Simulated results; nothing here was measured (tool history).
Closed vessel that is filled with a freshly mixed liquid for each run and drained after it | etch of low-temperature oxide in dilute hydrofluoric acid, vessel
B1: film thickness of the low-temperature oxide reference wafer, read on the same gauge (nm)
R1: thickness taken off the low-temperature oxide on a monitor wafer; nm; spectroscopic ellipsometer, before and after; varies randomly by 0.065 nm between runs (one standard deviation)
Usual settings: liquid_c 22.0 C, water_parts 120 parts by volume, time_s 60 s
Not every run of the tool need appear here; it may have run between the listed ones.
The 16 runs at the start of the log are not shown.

{"run": 17, "day": 48.892, "liquid_c": 21.0, "water_parts": 120, "time_s": 60, "B1": 49.98, "R1": 6.73}
{"run": 18, "day": 50.971, "liquid_c": 22.0, "water_parts": 120, "time_s": 70, "B1": 49.99, "R1": 8.01}
{"day": 52.033, "done": "hydrofluoric acid flow meter replaced"}
{"run": 19, "day": 54.25, "liquid_c": 22.0, "water_parts": 65, "time_s": 60, "B1": 50.0, "R1": 14.77}
{"day": 55.971, "done": "gauge calibrated"}
{"run": 20, "day": 60.9, "liquid_c": 22.0, "water_parts": 120, "time_s": 60, "B1": 50.01, "R1": 7.28}
{"run": 21, "day": 63.617, "liquid_c": 25.5, "water_parts": 155, "time_s": 90, "B1": 50.01, "R1": 9.27}
{"day": 65.8, "done": "thermometer replaced"}
{"run": 22, "day": 65.975, "liquid_c": 22.0, "water_parts": 120, "time_s": 60, "B1": 49.99, "R1": 7.23}
{"run": 23, "day": 68.479, "liquid_c": 24.0, "water_parts": 95, "time_s": 30, "B1": 49.98, "R1": 5.04}
{"run": 24, "day": 72.279, "liquid_c": 17.5, "water_parts": 170, "time_s": 60, "B1": 49.99, "R1": 3.95}

Run 25 comes next. What will it give?
{"run": 25, "day": 74.183, "liquid_c": 22.0, "water_parts": 120, "time_s": 35, "B1": "?", "R1": "?"}

Run 25 came out at B1 50.03, R1 4.13 nm.
With no hidden state in the tool, this same run would have given R1 4.46 nm.

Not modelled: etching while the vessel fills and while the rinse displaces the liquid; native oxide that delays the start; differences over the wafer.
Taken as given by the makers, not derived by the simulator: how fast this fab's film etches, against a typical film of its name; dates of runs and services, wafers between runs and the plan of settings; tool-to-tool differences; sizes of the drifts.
